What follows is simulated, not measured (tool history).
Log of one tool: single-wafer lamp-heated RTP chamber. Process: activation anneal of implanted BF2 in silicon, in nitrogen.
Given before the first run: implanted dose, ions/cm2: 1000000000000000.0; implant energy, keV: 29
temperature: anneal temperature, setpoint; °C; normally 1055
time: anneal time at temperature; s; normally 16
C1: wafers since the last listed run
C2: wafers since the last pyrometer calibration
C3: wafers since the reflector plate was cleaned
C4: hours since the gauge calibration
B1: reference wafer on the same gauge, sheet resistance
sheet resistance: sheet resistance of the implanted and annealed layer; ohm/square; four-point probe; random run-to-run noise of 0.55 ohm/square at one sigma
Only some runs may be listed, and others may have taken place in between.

{"run": 1, "hour": 0.0, "temperature": 1055, "time": 23, "C1": 0, "C2": 2830, "C3": 3693, "C4": 246.0, "B1": 112.05, "sheet resistance": 115.04}
{"run": 2, "hour": 6.0, "temperature": 1055, "time": 10, "C1": 68, "C2": 2899, "C3": 3762, "C4": 252.0, "B1": 111.99, "sheet resistance": 122.08}
{"run": 3, "hour": 18.0, "temperature": 1055, "time": 16, "C1": 137, "C2": 3037, "C3": 3899, "C4": 264.0, "B1": 111.88, "sheet resistance": 118.95}
{"run": 4, "hour": 29.7, "temperature": 1055, "time": 16, "C1": 134, "C2": 3171, "C3": 4034, "C4": 275.7, "B1": 112.09, "sheet resistance": 117.73}
{"run": 5, "hour": 40.3, "temperature": 1055, "time": 16, "C1": 121, "C2": 3293, "C3": 4155, "C4": 286.3, "B1": 111.92, "sheet resistance": 117.47}
{"run": 6, "hour": 51.7, "temperature": 1055, "time": 16, "C1": 130, "C2": 3424, "C3": 4286, "C4": 297.7, "B1": 112.06, "sheet resistance": 118.24}
{"run": 7, "hour": 65.5, "temperature": 1055, "time": 16, "C1": 158, "C2": 3582, "C3": 4445, "C4": 311.5, "B1": 111.98, "sheet resistance": 118.73}
{"run": 8, "hour": 77.1, "temperature": 1055, "time": 16, "C1": 133, "C2": 3715, "C3": 4578, "C4": 323.1, "B1": 111.88, "sheet resistance": 118.93}
{"run": 9, "hour": 104.6, "temperature": 1055, "time": 16, "C1": 315, "C2": 4031, "C3": 4894, "C4": 350.6, "B1": 111.97, "sheet resistance": 117.94}
{"run": 10, "hour": 120.2, "temperature": 1055, "time": 16, "C1": 179, "C2": 4210, "C3": 5073, "C4": 366.2, "B1": 112.01, "sheet resistance": 118.71}
{"hour": 129.0, "done": "reflector plate cleaned"}
{"run": 11, "hour": 131.2, "temperature": 1042, "time": 12, "C1": 34, "C2": 4245, "C3": 25, "C4": 377.2, "B1": 111.94, "sheet resistance": 126.48}
{"run": 12, "hour": 145.3, "temperature": 1055, "time": 22, "C1": 161, "C2": 4407, "C3": 186, "C4": 391.3, "B1": 112.04, "sheet resistance": 116.68}
{"run": 13, "hour": 158.2, "temperature": 1072, "time": 16, "C1": 148, "C2": 4555, "C3": 335, "C4": 404.2, "B1": 111.89, "sheet resistance": 114.92}
{"run": 14, "hour": 174.6, "temperature": 1055, "time": 16, "C1": 188, "C2": 4743, "C3": 523, "C4": 420.6, "B1": 111.98, "sheet resistance": 117.81}
{"run": 15, "hour": 197.7, "temperature": 1064, "time": 9, "C1": 265, "C2": 5008, "C3": 788, "C4": 443.7, "B1": 112.11, "sheet resistance": 120.91}
{"run": 16, "hour": 213.3, "temperature": 1055, "time": 16, "C1": 179, "C2": 5187, "C3": 967, "C4": 459.3, "B1": 112.03, "sheet resistance": 117.67}
{"run": 17, "hour": 226.4, "temperature": 1055, "time": 16, "C1": 150, "C2": 5338, "C3": 1118, "C4": 472.4, "B1": 111.88, "sheet resistance": 117.14}
{"run": 18, "hour": 237.3, "temperature": 1039, "time": 16, "C1": 125, "C2": 5463, "C3": 1243, "C4": 483.3, "B1": 112.01, "sheet resistance": 122.24}
{"hour": 254.3, "done": "pyrometer window cleaned and pyrometer calibrated"}
{"run": 19, "hour": 254.8, "temperature": 1055, "time": 16, "C1": 109, "C2": 6, "C3": 1352, "C4": 500.8, "B1": 112.05, "sheet resistance": 120.62}
{"run": 20, "hour": 260.6, "temperature": 1073, "time": 11, "C1": 66, "C2": 72, "C3": 1419, "C4": 506.6, "B1": 111.98, "sheet resistance": 116.71}
{"run": 21, "hour": 273.5, "temperature": 1075, "time": 19, "C1": 148, "C2": 220, "C3": 1567, "C4": 519.5, "B1": 112.02, "sheet resistance": 114.01}
{"run": 22, "hour": 285.7, "temperature": 1081, "time": 13, "C1": 140, "C2": 361, "C3": 1707, "C4": 531.7, "B1": 112.12, "sheet resistance": 114.15}
{"run": 23, "hour": 295.7, "temperature": 1083, "time": 25, "C1": 114, "C2": 475, "C3": 1822, "C4": 541.7, "B1": 112.11, "sheet resistance": 110.08}
{"hour": 306.8, "done": "gauge calibrated"}
{"run": 24, "hour": 312.1, "temperature": 1069, "time": 13, "C1": 188, "C2": 664, "C3": 2010, "C4": 5.3, "B1": 111.96, "sheet resistance": 117.63}
{"run": 25, "hour": 325.3, "temperature": 1038, "time": 21, "C1": 151, "C2": 815, "C3": 2161, "C4": 18.5, "B1": 112.01, "sheet resistance": 122.61}
{"run": 26, "hour": 339.8, "temperature": 1055, "time": 16, "C1": 166, "C2": 982, "C3": 2328, "C4": 33.0, "B1": 112.02, "sheet resistance": 119.46}
{"run": 27, "hour": 354.4, "temperature": 1063, "time": 10, "C1": 167, "C2": 1149, "C3": 2496, "C4": 47.6, "B1": 111.84, "sheet resistance": 120.89}
{"run": 28, "hour": 367.4, "temperature": 1055, "time": 16, "C1": 149, "C2": 1299, "C3": 2645, "C4": 60.6, "B1": 112.02, "sheet resistance": 118.01}
{"run": 29, "hour": 377.2, "temperature": 1055, "time": 25, "C1": 112, "C2": 1411, "C3": 2757, "C4": 70.4, "B1": 112.06, "sheet resistance": 115.25}
{"run": 30, "hour": 384.3, "temperature": 1055, "time": 6, "C1": 81, "C2": 1493, "C3": 2839, "C4": 77.5, "B1": 111.82, "sheet resistance": 127.67}
{"run": 31, "hour": 398.4, "temperature": 1069, "time": 23, "C1": 161, "C2": 1655, "C3": 3001, "C4": 91.6, "B1": 112.05, "sheet resistance": 112.44}
{"run": 32, "hour": 409.2, "temperature": 1066, "time": 22, "C1": 124, "C2": 1779, "C3": 3125, "C4": 102.4, "B1": 111.9, "sheet resistance": 114.07}
{"run": 33, "hour": 419.8, "temperature": 1079, "time": 21, "C1": 121, "C2": 1900, "C3": 3247, "C4": 113.0, "B1": 112.07, "sheet resistance": 111.78}
{"run": 34, "hour": 434.6, "temperature": 1043, "time": 23, "C1": 169, "C2": 2070, "C3": 3417, "C4": 127.8, "B1": 112.08, "sheet resistance": 119.5}
{"run": 35, "hour": 444.4, "temperature": 1034, "time": 13, "C1": 112, "C2": 2183, "C3": 3529, "C4": 137.6, "B1": 112.07, "sheet resistance": 127.59}
{"run": 36, "hour": 450.9, "temperature": 1068, "time": 13, "C1": 74, "C2": 2257, "C3": 3604, "C4": 144.1, "B1": 112.13, "sheet resistance": 116.4}

Below are 5 alternative next runs, each starting from the tool's condition after run 36. Predict each:
{"run": "A", "hour": 451.3, "temperature": 1055, "time": 12, "C1": 4, "C2": 2262, "C3": 3608, "C4": 144.5, "B1": "?", "sheet resistance": "?"}
{"run": "B", "hour": 451.3, "temperature": 1069, "time": 22, "C1": 4, "C2": 2262, "C3": 3608, "C4": 144.5, "B1": "?", "sheet resistance": "?"}
{"run": "C", "hour": 451.3, "temperature": 1041, "time": 10, "C1": 4, "C2": 2262, "C3": 3608, "C4": 144.5, "B1": "?", "sheet resistance": "?"}
{"run": "D", "hour": 451.3, "temperature": 1063, "time": 24, "C1": 4, "C2": 2262, "C3": 3608, "C4": 144.5, "B1": "?", "sheet resistance": "?"}
{"run": "E", "hour": 451.3, "temperature": 1071, "time": 10, "C1": 4, "C2": 2262, "C3": 3608, "C4": 144.5, "B1": "?", "sheet resistance": "?"}

run=A B1=111.91 sheet_resistance=121.23
run=B B1=111.91 sheet_resistance=113.06
run=C B1=111.91 sheet_resistance=127.76
run=D B1=111.91 sheet_resistance=113.64
run=E B1=111.91 sheet_resistance=118.16
Take away the tool's hidden state, keep each run's random variation, and the runs would have read:
run=A sheet_resistance=126.12
run=B sheet_resistance=116.09
run=C sheet_resistance=133.22
run=D sheet_resistance=116.98
run=E sheet_resistance=122.11
